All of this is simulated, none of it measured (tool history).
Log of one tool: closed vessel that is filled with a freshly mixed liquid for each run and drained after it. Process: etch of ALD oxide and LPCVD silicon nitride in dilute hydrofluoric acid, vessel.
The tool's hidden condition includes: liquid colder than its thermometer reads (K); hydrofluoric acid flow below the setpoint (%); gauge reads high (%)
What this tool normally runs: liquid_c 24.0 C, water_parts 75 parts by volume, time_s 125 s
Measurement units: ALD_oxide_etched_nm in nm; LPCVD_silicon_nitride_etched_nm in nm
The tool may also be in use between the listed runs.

run	hour	liquid_c	water_parts	time_s	wafers since the last listed run	hours since the thermometer was replaced	hours since the hydrofluoric acid flow meter was replaced	hours since the gauge calibration	read-back film thickness of the ALD oxide reference wafer, read on the same gauge (nm)	read-back film thickness of the LPCVD silicon nitride reference wafer, read on the same gauge (nm)	ALD_oxide_etched_nm	LPCVD_silicon_nitride_etched_nm
1	0.0	25.5	75	125	0	1846.6	1044.4	278.6	109.99	40.013	37.77	0.815
2	227.4	26.5	65	125	21179	2074.0	1271.8	506.0	109.99	39.977	45.82	1.070
3	277.3	26.5	65	125	4647	2123.9	1321.7	555.9	110.00	40.003	46.13	1.014
4	351.7	26.5	65	125	6929	2198.3	1396.1	630.3	109.99	39.978	45.87	1.025
5	427.8	24.0	75	125	7087	2274.4	1472.2	706.4	109.98	40.012	35.32	0.774
6	518.1	24.0	75	125	8410	2364.7	1562.5	796.7	110.00	40.047	35.10	0.744
7	612.6	24.0	75	125	8801	2459.2	1657.0	891.2	110.01	39.990	34.91	0.720
8	736.1	24.0	75	125	11502	2582.7	1780.5	1014.7	109.99	39.989	35.03	0.800
9	795.9	24.0	105	125	5569	2642.5	1840.3	1074.5	110.02	40.023	24.00	0.581
# hour 832.1: gauge calibrated
10	837.1	24.0	45	150	3837	2683.7	1881.5	5.0	110.00	39.978	72.25	1.460
# hour 855.2: thermometer replaced
11	918.7	24.0	40	180	7507	63.5	1963.1	86.6	110.00	40.006	105.32	2.228
# hour 955.6: hydrofluoric acid flow meter replaced
12	969.9	27.0	75	125	4675	114.7	14.3	137.8	110.00	39.966	41.77	1.014
13	1012.3	24.0	75	125	3949	157.1	56.7	180.2	109.99	40.014	37.22	0.804
14	1101.2	24.0	100	125	8280	246.0	145.6	269.1	110.01	39.975	26.89	0.598
15	1168.5	25.5	95	195	6268	313.3	212.9	336.4	109.99	40.027	46.78	1.063
16	1322.0	24.0	75	125	14296	466.8	366.4	489.9	110.00	39.964	36.88	0.773
17	1424.3	24.0	75	125	9528	569.1	468.7	592.2	109.98	39.955	36.61	0.807

Consider 3 possible next runs. They are alternatives, not a sequence: every one starts from the tool as it was left by run 17. What does each give?
A	1425.0	24.0	75	125	65	569.8	469.4	592.9	?	?	?	?
B	1425.0	24.0	90	125	65	569.8	469.4	592.9	?	?	?	?
C	1425.0	26.5	45	105	65	569.8	469.4	592.9	?	?	?	?

run	read-back film thickness of the ALD oxide reference wafer, read on the same gauge (nm)	read-back film thickness of the LPCVD silicon nitride reference wafer, read on the same gauge (nm)	ALD_oxide_etched_nm	LPCVD_silicon_nitride_etched_nm
A	110.00	40.033	36.42	0.847
B	110.00	40.033	29.79	0.708
C	110.00	40.033	58.74	1.389
Take away the tool's hidden state, keep each run's random variation, and the runs would have read:
run	ALD_oxide_etched_nm	LPCVD_silicon_nitride_etched_nm
A	37.08	0.872
B	30.32	0.729
C	59.80	1.430
